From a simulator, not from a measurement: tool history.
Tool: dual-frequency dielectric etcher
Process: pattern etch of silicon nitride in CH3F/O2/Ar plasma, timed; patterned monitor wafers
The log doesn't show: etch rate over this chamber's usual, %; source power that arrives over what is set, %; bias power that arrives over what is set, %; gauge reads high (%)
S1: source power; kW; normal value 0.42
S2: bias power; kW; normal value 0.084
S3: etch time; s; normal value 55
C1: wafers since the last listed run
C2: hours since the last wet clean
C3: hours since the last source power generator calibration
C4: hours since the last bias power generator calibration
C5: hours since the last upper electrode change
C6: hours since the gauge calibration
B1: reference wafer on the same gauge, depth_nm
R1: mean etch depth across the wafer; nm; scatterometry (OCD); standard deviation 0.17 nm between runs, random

run     day    S1     S2    S3   C1     C2      C3      C4      C5     C6     B1     R1
  1       0  0.42  0.084    65    0  178.8  4294.6  3793.4  4881.6  198.9  34.11  50.56
  2   1.012  0.42  0.091    55  187  203.1  4318.9  3817.7  4905.9  223.2  34.09  43.68
  3   1.804  0.42  0.091    55  146  222.1  4337.9  3836.7  4924.9  242.2  34.11  43.96
      2.471  -- gauge calibrated
  4   3.188  0.42  0.091    55  256  255.3  4371.1  3869.9  4958.1   17.2  34.09  43.99
  5   4.054  0.36  0.084  64.5  160  276.1  4391.9  3890.7  4978.9     38  34.09  47.65
  6   4.892  0.42  0.084    55  155  296.2    4412  3910.8    4999   58.1  34.09  42.81
  7   5.475  0.42  0.084    55  108  310.2    4426  3924.8    5013   72.1  34.09  43.03
  8   6.417  0.42  0.084    55  174  332.8  4448.6  3947.4  5035.6   94.7  34.11  42.93
  9   7.654  0.42  0.084    55  229  362.5  4478.3  3977.1  5065.3  124.4  34.11  43.16
 10   8.229  0.35  0.084    55  106  376.3  4492.1  3990.9  5079.1  138.2   34.1  40.46
 11   9.454  0.42  0.084    55  226  405.7  4521.5  4020.3  5108.5  167.6  34.11   43.1
     11.217  -- wet clean of the chamber
 12  11.238  0.42  0.084    55  145    0.5  4564.3  4063.1  5151.3  210.4   34.1  42.16
 13  11.629   0.5   0.07  46.5   72    9.9  4573.7  4072.5  5160.7  219.8  34.11  35.67
     12.879  -- upper electrode replaced
 14    12.9  0.51  0.073    67   50   40.4  4604.2    4103     0.5  250.3  34.09  53.14
 15  13.196  0.42  0.084    55   54   47.5  4611.3  4110.1     7.6  257.4  34.09  42.92
 16  13.883  0.42  0.084    55  127     64  4627.8  4126.6    24.1  273.9   34.1  42.76
     15.146  -- source power generator calibrated
 17  15.208  0.42  0.084    51  214   95.8     1.5  4158.4    55.9  305.7  34.08  39.32
     16.112  -- gauge calibrated
     16.396  -- bias power generator calibrated
 18  16.417  0.42  0.084    55  193  124.8    30.5     0.5    84.9    7.3  34.12     43
 19  17.067  0.42  0.063    47  120  140.4    46.1    16.1   100.5   22.9  34.11  33.44
 20      18  0.49  0.068    59  172  162.8    68.5    38.5   122.9   45.3  34.11  44.95
 21  18.575  0.38    0.1    62  106  176.6    82.3    52.3   136.7   59.1  34.11  49.35
 22   19.55  0.42  0.084  43.5  180    200   105.7    75.7   160.1   82.5  34.09  33.69
 23  21.625  0.39  0.075  67.5  384  249.8   155.5   125.5   209.9  132.3  34.08  49.15
 24  23.054  0.35  0.099  43.5  264  284.1   189.8   159.8   244.2  166.6  34.08  33.66

Here are 3 independent what-if runs from the current tool condition. What would each one return?
  A  23.071  0.42  0.084    55   3  284.5  190.2  160.2  244.6  167   ?   ?
  B  23.071  0.42  0.098    55   3  284.5  190.2  160.2  244.6  167   ?   ?
  C  23.071  0.51    0.1  43.5   3  284.5  190.2  160.2  244.6  167   ?   ?

run     B1     R1
  A  34.11  42.64
  B  34.11  45.01
  C  34.11  38.43
What these runs would have given with no unlogged condition in the tool:
run     R1
  A  42.12
  B  44.45
  C  37.95
